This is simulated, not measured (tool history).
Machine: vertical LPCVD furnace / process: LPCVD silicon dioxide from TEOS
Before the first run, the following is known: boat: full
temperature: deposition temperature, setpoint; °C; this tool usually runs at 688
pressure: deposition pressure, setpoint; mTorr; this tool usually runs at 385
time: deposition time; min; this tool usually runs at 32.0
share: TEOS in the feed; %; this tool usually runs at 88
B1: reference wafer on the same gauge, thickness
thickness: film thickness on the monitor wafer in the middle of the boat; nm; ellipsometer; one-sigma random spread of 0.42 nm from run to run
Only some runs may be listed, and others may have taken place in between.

Run 1, day 0.000: usual settings but temperature 682 °C; B1 245.21. Result: thickness 209.66 nm.
Run 2, day 0.625: usual settings but temperature 682 °C; B1 244.96. Result: thickness 209.49 nm.
Run 3, day 1.350: usual settings but temperature 682 °C; B1 244.91. Result: thickness 209.39 nm.
Run 4, day 1.954: usual settings; B1 244.87. Result: thickness 241.79 nm.
Run 5, day 2.596: usual settings; B1 245.15. Result: thickness 241.89 nm.
Run 6, day 3.008: usual settings but share 75 %; B1 244.83. Result: thickness 223.39 nm.
Run 7, day 3.596: usual settings; B1 245.00. Result: thickness 242.35 nm.
At day 5.258: TEOS flow controller replaced.
At day 5.758: pressure gauge zeroed.
Run 8, day 5.779: usual settings but pressure 350 mTorr, share 97 %; B1 245.02. Result: thickness 244.14 nm.
Run 9, day 5.938: usual settings but pressure 350 mTorr, share 97 %; B1 245.01. Result: thickness 243.14 nm.
Run 10, day 6.100: usual settings; B1 244.94. Result: thickness 243.10 nm.
Run 11, day 6.258: usual settings but share 82 %; B1 245.12. Result: thickness 235.05 nm.
Run 12, day 6.417: usual settings but share 82 %; B1 245.12. Result: thickness 234.83 nm.
Run 13, day 6.721: usual settings; B1 244.76. Result: thickness 243.20 nm.
Run 14, day 6.996: usual settings but time 28.0 min, share 73 %; B1 244.94. Result: thickness 194.17 nm.
Run 15, day 7.462: usual settings but time 36.0 min; B1 244.95. Result: thickness 273.05 nm.
At day 8.900: thermocouples replaced and temperature profile calibrated.
Run 16, day 8.921: usual settings but time 26.5 min, share 94 %; B1 244.94. Result: thickness 189.28 nm.
Run 17, day 9.079: usual settings but temperature 683 °C, pressure 300 mTorr, time 25.5 min, share 82 %; B1 245.05. Result: thickness 133.39 nm.
At day 9.100: gauge calibrated.
Run 18, day 9.238: usual settings but temperature 676 °C; B1 244.97. Result: thickness 165.97 nm.
Run 19, day 9.538: usual settings but temperature 684 °C; B1 244.97. Result: thickness 200.32 nm.
Run 20, day 9.971: usual settings but temperature 680 °C; B1 245.08. Result: thickness 183.20 nm.
Run 21, day 10.229: usual settings but temperature 699 °C, time 37.0 min, share 94 %; B1 244.88. Result: thickness 342.52 nm.
Run 22, day 10.917: usual settings but temperature 683 °C, pressure 345 mTorr, time 27.5 min, share 95 %; B1 245.01. Result: thickness 166.17 nm.
Run 23, day 12.633: usual settings but temperature 678 °C, pressure 350 mTorr, time 44.5 min; B1 245.02. Result: thickness 231.35 nm.
Run 24, day 13.054: usual settings but temperature 677 °C, time 37.5 min, share 97 %; B1 245.01. Result: thickness 208.82 nm.
Run 25, day 13.488: usual settings; B1 245.03. Result: thickness 220.57 nm.
Run 26, day 14.112: usual settings; B1 244.91. Result: thickness 221.43 nm.
Run 27, day 14.442: usual settings; B1 245.14. Result: thickness 221.56 nm.
Run 28, day 14.838: usual settings but temperature 694 °C, pressure 340 mTorr, time 27.5 min, share 81 %; B1 244.94. Result: thickness 197.89 nm.
Run 29, day 15.304: usual settings; B1 244.86. Result: thickness 221.55 nm.
Run 30, day 15.667: usual settings but share 79 %; B1 244.97. Result: thickness 210.06 nm.
Run 31, day 16.408: usual settings but temperature 683 °C, pressure 455 mTorr, time 44.0 min; B1 245.09. Result: thickness 293.43 nm.
Run 32, day 17.142: usual settings but temperature 681 °C, pressure 460 mTorr, time 28.5 min; B1 244.89. Result: thickness 181.43 nm.

A few steps of thickness between consecutive runs. Split each: what settings, incoming material and random variation would produce without the hidden state, and what is left over for the hidden state, along with gauge scatter present in only one of the two compared results (measured, and without hidden state):
The tool's hidden condition here consists of: true tube temperature minus thermocouple reading, K; true pressure minus gauge reading, mTorr; deviation of the TEOS flow from its setpoint, %; gauge reads high (%).
Run 13 -> 14: time 32.0 -> 28.0, share 88 -> 73. thickness -49.03 nm: hidden state -5.37, all else -43.66.
Run 14 -> 15: time 28.0 -> 36.0, share 73 -> 88. thickness +78.88 nm: hidden state +8.84, all else +70.04.
Run 15 -> 16: time 36.0 -> 26.5, share 88 -> 94, thermocouples replaced and temperature profile calibrated. thickness -83.77 nm: hidden state -25.91, all else -57.86.
Run 20 -> 21: temperature 680 -> 699, time 32.0 -> 37.0, share 88 -> 94. thickness +159.32 nm: hidden state +3.47, all else +155.85.
Run 21 -> 22: temperature 699 -> 683, pressure 385 -> 345, time 37.0 -> 27.5, share 94 -> 95. thickness -176.35 nm: hidden state -3.90, all else -172.45.
Run 31 -> 32: temperature 683 -> 681, pressure 455 -> 460, time 44.0 -> 28.5. thickness -112.00 nm: hidden state -2.63, all else -109.37.

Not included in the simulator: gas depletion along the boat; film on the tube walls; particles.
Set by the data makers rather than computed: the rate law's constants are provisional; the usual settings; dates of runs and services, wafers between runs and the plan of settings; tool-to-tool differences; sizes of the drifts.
